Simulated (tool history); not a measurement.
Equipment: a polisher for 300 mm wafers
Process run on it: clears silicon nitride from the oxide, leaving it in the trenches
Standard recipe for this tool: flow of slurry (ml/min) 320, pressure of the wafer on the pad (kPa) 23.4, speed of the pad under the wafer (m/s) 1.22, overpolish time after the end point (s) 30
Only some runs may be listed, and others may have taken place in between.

run   hour  flow of slurry (ml/min)  pressure of the wafer on the pad (kPa)  speed of the pad under the wafer (m/s)  overpolish time after the end point (s)  wafers since the last listed run  wafers polished on this pad  hours since the slurry nozzle was cleaned  hours since the head pressure was calibrated  incoming thickness of the incoming film, nm  time until the end point was called (s)
  1      0                      320                                    23.4                                    1.22                                       30                                 0                          859                                      547.6                                         130.3                                        153.4                                    116.1
  2     19                      320                                    23.4                                    1.22                                       30                               137                          996                                      566.6                                         149.3                                          155                                    116.2
  3   36.4                      320                                    23.4                                    1.22                                       42                               125                         1121                                        584                                         166.7                                        154.2                                    121.8
  4   56.9                      320                                    23.4                                    1.22                                       42                               148                         1269                                      604.5                                         187.2                                        153.7                                    114.8
  5   86.4                      320                                    23.4                                    1.22                                       42                               213                         1483                                        634                                         216.7                                        157.3                                    115.4
     101.1  -- worn pad replaced by a new one
  6  101.6                      320                                    23.4                                    1.22                                       30                                80                            3                                      649.2                                         231.9                                        157.4                                    114.5
  7  119.9                      320                                    23.4                                    1.22                                       30                               132                          135                                      667.5                                         250.2                                        152.3                                    113.5
  8  152.3                      320                                    23.4                                    1.22                                       30                               233                          369                                      699.9                                         282.6                                        154.9                                    112.3
  9  184.6                      350                                    23.4                                    1.22                                       30                               233                          603                                      732.2                                         314.9                                        155.7                                    114.3
 10    202                      350                                    23.4                                    1.22                                       30                               125                          728                                      749.6                                         332.3                                        156.9                                    111.5
     235.1  -- slurry nozzle cleaned
 11  235.6                      350                                    23.4                                    1.22                                       30                               235                          964                                        0.5                                         365.9                                        152.5                                    107.4
 12  267.5                      320                                    23.4                                    1.22                                       30                               230                         1194                                       32.4                                         397.8                                        154.7                                    111.1
     273.1  -- head pressure recalibrated
 13  301.9                      320                                    25.5                                    1.22                                       40                               233                         1428                                       66.8                                          28.8                                        153.8                                    112.7
 14  331.6                      320                                    19.3                                    1.22                                       30                               214                         1642                                       96.5                                          58.5                                        153.4                                    144.3
 15  353.2                      405                                    30.3                                    1.38                                       36                               155                         1798                                      118.1                                          80.1                                          157                                     85.1
     378.1  -- worn pad replaced by a new one
 16  389.2                      320                                    17.2                                     0.8                                       30                               231                           79                                      154.1                                         116.1                                        155.6                                    213.3
 17  411.6                      255                                    23.4                                    1.04                                       35                               161                          241                                      176.5                                         138.5                                        153.8                                    132.6
 18  441.9                      320                                    23.4                                    1.38                                       30                               218                          460                                      206.8                                         168.8                                        156.4                                    108.2
 19  503.2                      355                                    18.6                                    1.22                                       30                               442                          903                                      268.1                                         230.1                                        154.1                                    147.8
 20  534.3                      320                                    20.7                                    1.56                                       30                               224                         1127                                      299.2                                         261.2                                        157.3                                    106.5
 21  564.1                      320                                    18.6                                    1.22                                       22                               215                         1343                                        329                                           291                                        154.7                                    145.4
 22  588.2                      320                                    23.4                                    1.22                                       30                               174                         1517                                      353.1                                         315.1                                        152.6                                    111.6
       600  -- worn pad replaced by a new one
 23  616.1                      320                                    23.4                                    1.22                                       21                               172                          116                                        381                                           343                                        156.2                                      118
 24  638.2                      290                                    20.7                                     1.6                                       13                               159                          276                                      403.1                                         365.1                                        155.1                                    105.6
 25  653.8                      320                                    23.4                                    1.22                                       30                               112                          388                                      418.7                                         380.7                                        155.1                                    109.6
 26  686.8                      270                                      29                                    1.02                                       30                               238                          627                                      451.7                                         413.7                                        154.5                                     98.9
 27  702.9                      320                                    23.4                                    1.22                                       30                               116                          743                                      467.8                                         429.8                                        155.8                                    108.1
     739.6  -- head pressure recalibrated
 28  740.1                      320                                    23.4                                    1.22                                       30                               254                          997                                        505                                           0.5                                          156                                    118.3
 29  773.1                      320                                    15.9                                     1.6                                       38                               238                         1235                                        538                                          33.5                                        155.3                                      147
 30  785.7                      240                                    21.4                                    1.38                                       18                                90                         1326                                      550.6                                          46.1                                        154.7                                    126.1
 31  808.9                      320                                    30.3                                    1.22                                       43                               167                         1494                                      573.8                                          69.3                                        156.9                                     92.8
 32  831.9                      395                                    28.3                                     1.6                                       17                               166                         1660                                      596.8                                          92.3                                        154.9                                     80.6
     866.4  -- worn pad replaced by a new one
 33  866.9                      320                                    23.4                                    1.22                                       30                               223                            3                                      631.8                                         127.3                                          155                                    119.3
 34  879.6                      320                                    23.4                                    1.22                                       30                                91                           95                                      644.5                                           140                                        157.9                                    122.4
 35  913.1                      320                                    17.2                                    1.02                                       30                               241                          337                                        678                                         173.5                                        155.8                                    183.5
 36  948.2                      320                                    23.4                                    1.22                                       23                               253                          590                                      713.1                                         208.6                                        156.7                                    120.2
 37  966.2                      420                                    15.9                                    1.22                                       20                               129                          720                                      731.1                                         226.6                                        153.4                                    160.4
     979.1  -- slurry nozzle cleaned
 38  989.8                      320                                    23.4                                    1.22                                       30                               163                          883                                       10.7                                         250.2                                        154.5                                    119.5

Pick out some run-to-run changes in time until the end point was called (s). Of each, how much would a tool without hidden state show as well, from the settings, what came in and chance, and how much is left for the hidden state and any gauge scatter not in both results compared?
What the log doesn't record here: removal rate lost through wear of the pad, %; slurry flow missing at the pad, %; deviation of the head's pressure from its setpoint, %.
Run 12 -> 13: pressure of the wafer on the pad (kPa) 23.4 -> 25.5, overpolish time after the end point (s) 30 -> 40, head pressure recalibrated. time until the end point was called (s) +1.6: hidden state +10.6, all else -9.
Run 15 -> 16: flow of slurry (ml/min) 405 -> 320, pressure of the wafer on the pad (kPa) 30.3 -> 17.2, speed of the pad under the wafer (m/s) 1.38 -> 0.8, overpolish time after the end point (s) 36 -> 30, worn pad replaced by a new one. time until the end point was called (s) +128.2: hidden state -0.5, all else +128.7.
Run 16 -> 17: flow of slurry (ml/min) 320 -> 255, pressure of the wafer on the pad (kPa) 17.2 -> 23.4, speed of the pad under the wafer (m/s) 0.8 -> 1.04, overpolish time after the end point (s) 30 -> 35. time until the end point was called (s) -80.7: hidden state -0.2, all else -80.5.
Run 20 -> 21: pressure of the wafer on the pad (kPa) 20.7 -> 18.6, speed of the pad under the wafer (m/s) 1.56 -> 1.22, overpolish time after the end point (s) 30 -> 22. time until the end point was called (s) +38.9: hidden state -2.5, all else +41.4.
Run 27 -> 28: head pressure recalibrated. time until the end point was called (s) +10.2: hidden state +10.8, all else -0.6.
Run 35 -> 36: pressure of the wafer on the pad (kPa) 17.2 -> 23.4, speed of the pad under the wafer (m/s) 1.02 -> 1.22, overpolish time after the end point (s) 30 -> 23. time until the end point was called (s) -63.3: hidden state -0.4, all else -62.9.

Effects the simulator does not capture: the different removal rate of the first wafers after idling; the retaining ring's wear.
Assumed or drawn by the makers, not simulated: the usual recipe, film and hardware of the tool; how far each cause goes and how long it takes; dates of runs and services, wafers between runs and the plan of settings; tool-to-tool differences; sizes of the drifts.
